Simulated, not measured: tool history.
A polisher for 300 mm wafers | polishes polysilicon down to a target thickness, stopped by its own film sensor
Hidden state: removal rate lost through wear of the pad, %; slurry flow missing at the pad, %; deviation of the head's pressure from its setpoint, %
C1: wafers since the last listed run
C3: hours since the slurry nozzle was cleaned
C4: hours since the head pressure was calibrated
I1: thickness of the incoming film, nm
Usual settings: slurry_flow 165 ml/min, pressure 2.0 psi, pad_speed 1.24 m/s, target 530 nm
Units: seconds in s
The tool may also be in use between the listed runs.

{"run": 1, "hour": 0.0, "slurry_flow": 165, "pressure": 1.8, "pad_speed": 1.24, "target": 530, "C1": 0, "wafers polished on this pad": 4349, "C3": 413.3, "C4": 416.5, "I1": 834.3, "seconds": 50.3}
{"run": 2, "hour": 88.9, "slurry_flow": 165, "pressure": 1.8, "pad_speed": 1.24, "target": 530, "C1": 1389, "wafers polished on this pad": 5738, "C3": 502.2, "C4": 505.4, "I1": 837.2, "seconds": 50.7}
{"run": 3, "hour": 133.0, "slurry_flow": 165, "pressure": 1.8, "pad_speed": 1.24, "target": 530, "C1": 689, "wafers polished on this pad": 6427, "C3": 546.3, "C4": 549.5, "I1": 835.8, "seconds": 49.7}
{"hour": 224.9, "done": "worn pad replaced by a new one"}
{"run": 4, "hour": 229.2, "slurry_flow": 165, "pressure": 2.0, "pad_speed": 1.24, "target": 530, "C1": 1440, "wafers polished on this pad": 66, "C3": 642.5, "C4": 645.7, "I1": 844.2, "seconds": 47.7}
{"hour": 260.8, "done": "slurry nozzle cleaned"}
{"run": 5, "hour": 329.7, "slurry_flow": 165, "pressure": 2.0, "pad_speed": 1.24, "target": 564, "C1": 1554, "wafers polished on this pad": 1621, "C3": 68.9, "C4": 746.2, "I1": 834.1, "seconds": 42.0}
{"run": 6, "hour": 578.3, "slurry_flow": 165, "pressure": 2.0, "pad_speed": 1.24, "target": 564, "C1": 3884, "wafers polished on this pad": 5505, "C3": 317.5, "C4": 994.8, "I1": 835.1, "seconds": 42.7}
{"run": 7, "hour": 622.1, "slurry_flow": 165, "pressure": 2.0, "pad_speed": 1.24, "target": 564, "C1": 684, "wafers polished on this pad": 6190, "C3": 361.3, "C4": 1038.6, "I1": 819.7, "seconds": 39.6}
{"run": 8, "hour": 689.3, "slurry_flow": 185, "pressure": 2.0, "pad_speed": 1.24, "target": 530, "C1": 1049, "wafers polished on this pad": 7240, "C3": 428.5, "C4": 1105.8, "I1": 838.4, "seconds": 47.3}
{"run": 9, "hour": 741.3, "slurry_flow": 185, "pressure": 2.0, "pad_speed": 1.24, "target": 530, "C1": 812, "wafers polished on this pad": 8052, "C3": 480.5, "C4": 1157.8, "I1": 837.4, "seconds": 48.3}
{"hour": 833.5, "done": "worn pad replaced by a new one"}
{"run": 10, "hour": 834.6, "slurry_flow": 185, "pressure": 2.0, "pad_speed": 1.24, "target": 530, "C1": 1395, "wafers polished on this pad": 16, "C3": 573.8, "C4": 1251.1, "I1": 823.4, "seconds": 45.0}
{"hour": 882.8, "done": "slurry nozzle cleaned"}
{"hour": 899.4, "done": "head pressure recalibrated"}
{"run": 11, "hour": 901.2, "slurry_flow": 165, "pressure": 2.3, "pad_speed": 1.24, "target": 530, "C1": 993, "wafers polished on this pad": 1010, "C3": 18.4, "C4": 1.8, "I1": 816.9, "seconds": 35.3}
{"run": 12, "hour": 1002.5, "slurry_flow": 165, "pressure": 2.3, "pad_speed": 1.24, "target": 530, "C1": 1582, "wafers polished on this pad": 2593, "C3": 119.7, "C4": 103.1, "I1": 835.8, "seconds": 39.0}
{"run": 13, "hour": 1099.1, "slurry_flow": 165, "pressure": 2.0, "pad_speed": 1.24, "target": 530, "C1": 1509, "wafers polished on this pad": 4102, "C3": 216.3, "C4": 199.7, "I1": 830.1, "seconds": 43.3}
{"run": 14, "hour": 1174.0, "slurry_flow": 165, "pressure": 2.0, "pad_speed": 1.24, "target": 530, "C1": 1170, "wafers polished on this pad": 5272, "C3": 291.2, "C4": 274.6, "I1": 840.2, "seconds": 45.6}
{"run": 15, "hour": 1281.5, "slurry_flow": 165, "pressure": 2.0, "pad_speed": 1.24, "target": 530, "C1": 1679, "wafers polished on this pad": 6952, "C3": 398.7, "C4": 382.1, "I1": 825.4, "seconds": 44.1}
{"run": 16, "hour": 1317.9, "slurry_flow": 195, "pressure": 2.0, "pad_speed": 1.24, "target": 530, "C1": 568, "wafers polished on this pad": 7521, "C3": 435.1, "C4": 418.5, "I1": 825.9, "seconds": 42.4}
{"hour": 1411.1, "done": "worn pad replaced by a new one"}
{"hour": 1427.3, "done": "slurry nozzle cleaned"}
{"run": 17, "hour": 1497.6, "slurry_flow": 120, "pressure": 2.0, "pad_speed": 1.24, "target": 530, "C1": 2729, "wafers polished on this pad": 1336, "C3": 70.3, "C4": 598.2, "I1": 837.3, "seconds": 49.2}
{"run": 18, "hour": 1575.4, "slurry_flow": 145, "pressure": 2.7, "pad_speed": 1.46, "target": 530, "C1": 1215, "wafers polished on this pad": 2552, "C3": 148.1, "C4": 676.0, "I1": 834.4, "seconds": 31.2}
{"run": 19, "hour": 1627.6, "slurry_flow": 210, "pressure": 2.0, "pad_speed": 1.24, "target": 428, "C1": 815, "wafers polished on this pad": 3367, "C3": 200.3, "C4": 728.2, "I1": 829.3, "seconds": 58.2}
{"run": 20, "hour": 1733.3, "slurry_flow": 185, "pressure": 1.4, "pad_speed": 0.96, "target": 470, "C1": 1651, "wafers polished on this pad": 5019, "C3": 306.0, "C4": 833.9, "I1": 832.6, "seconds": 100.6}
{"run": 21, "hour": 1810.5, "slurry_flow": 165, "pressure": 2.0, "pad_speed": 1.24, "target": 530, "C1": 1206, "wafers polished on this pad": 6225, "C3": 383.2, "C4": 911.1, "I1": 823.2, "seconds": 46.0}
{"run": 22, "hour": 1872.1, "slurry_flow": 165, "pressure": 2.0, "pad_speed": 1.24, "target": 585, "C1": 962, "wafers polished on this pad": 7188, "C3": 444.8, "C4": 972.7, "I1": 831.6, "seconds": 38.5}
{"hour": 1932.9, "done": "worn pad replaced by a new one"}
{"run": 23, "hour": 1951.6, "slurry_flow": 165, "pressure": 2.0, "pad_speed": 1.24, "target": 530, "C1": 1179, "wafers polished on this pad": 292, "C3": 524.3, "C4": 1052.2, "I1": 830.8, "seconds": 47.2}
{"hour": 1992.1, "done": "head pressure recalibrated"}
{"run": 24, "hour": 2057.8, "slurry_flow": 165, "pressure": 2.0, "pad_speed": 1.24, "target": 530, "C1": 1628, "wafers polished on this pad": 1920, "C3": 630.5, "C4": 65.7, "I1": 827.6, "seconds": 42.1}
{"hour": 2088.9, "done": "slurry nozzle cleaned"}
{"run": 25, "hour": 2141.5, "slurry_flow": 165, "pressure": 2.0, "pad_speed": 1.24, "target": 588, "C1": 1292, "wafers polished on this pad": 3212, "C3": 52.6, "C4": 149.4, "I1": 819.3, "seconds": 32.9}
{"run": 26, "hour": 2209.8, "slurry_flow": 215, "pressure": 2.0, "pad_speed": 1.24, "target": 530, "C1": 1067, "wafers polished on this pad": 4279, "C3": 120.9, "C4": 217.7, "I1": 824.0, "seconds": 42.2}
{"run": 27, "hour": 2302.8, "slurry_flow": 225, "pressure": 1.6, "pad_speed": 1.08, "target": 581, "C1": 1453, "wafers polished on this pad": 5732, "C3": 213.9, "C4": 310.7, "I1": 827.3, "seconds": 49.6}
{"run": 28, "hour": 2340.0, "slurry_flow": 205, "pressure": 1.5, "pad_speed": 1.62, "target": 426, "C1": 581, "wafers polished on this pad": 6313, "C3": 251.1, "C4": 347.9, "I1": 819.9, "seconds": 55.5}
{"run": 29, "hour": 2414.1, "slurry_flow": 165, "pressure": 2.0, "pad_speed": 1.24, "target": 530, "C1": 1157, "wafers polished on this pad": 7471, "C3": 325.2, "C4": 422.0, "I1": 820.0, "seconds": 44.7}
{"hour": 2441.1, "done": "worn pad replaced by a new one"}
{"run": 30, "hour": 2520.3, "slurry_flow": 220, "pressure": 2.0, "pad_speed": 1.24, "target": 530, "C1": 1596, "wafers polished on this pad": 1237, "C3": 431.4, "C4": 528.2, "I1": 841.3, "seconds": 44.8}
{"run": 31, "hour": 2567.9, "slurry_flow": 165, "pressure": 2.0, "pad_speed": 1.24, "target": 530, "C1": 743, "wafers polished on this pad": 1980, "C3": 479.0, "C4": 575.8, "I1": 827.6, "seconds": 44.6}
{"run": 32, "hour": 2662.7, "slurry_flow": 165, "pressure": 2.0, "pad_speed": 1.24, "target": 530, "C1": 1481, "wafers polished on this pad": 3462, "C3": 573.8, "C4": 670.6, "I1": 827.5, "seconds": 45.4}

Forecast each of these 5 alternatives for the next run:
{"run": "A", "hour": 2663.1, "slurry_flow": 165, "pressure": 2.0, "pad_speed": 1.24, "target": 454, "C1": 6, "wafers polished on this pad": 3468, "C3": 574.2, "C4": 671.0, "I1": 829.1, "seconds": "?"}
{"run": "B", "hour": 2663.1, "slurry_flow": 120, "pressure": 2.5, "pad_speed": 1.08, "target": 501, "C1": 6, "wafers polished on this pad": 3468, "C3": 574.2, "C4": 671.0, "I1": 829.1, "seconds": "?"}
{"run": "C", "hour": 2663.1, "slurry_flow": 165, "pressure": 2.0, "pad_speed": 1.24, "target": 579, "C1": 6, "wafers polished on this pad": 3468, "C3": 574.2, "C4": 671.0, "I1": 829.1, "seconds": "?"}
{"run": "D", "hour": 2663.1, "slurry_flow": 135, "pressure": 2.0, "pad_speed": 1.08, "target": 585, "C1": 6, "wafers polished on this pad": 3468, "C3": 574.2, "C4": 671.0, "I1": 829.1, "seconds": "?"}
{"run": "E", "hour": 2663.1, "slurry_flow": 165, "pressure": 1.4, "pad_speed": 0.9, "target": 503, "C1": 6, "wafers polished on this pad": 3468, "C3": 574.2, "C4": 671.0, "I1": 829.1, "seconds": "?"}

run=A seconds=56.4
run=B seconds=49.1
run=C seconds=37.6
run=D seconds=43.8
run=E seconds=93.2
Without the tool's hidden state the same runs would have given:
run=A seconds=52.3
run=B seconds=45.6
run=C seconds=34.9
run=D seconds=40.6
run=E seconds=86.4
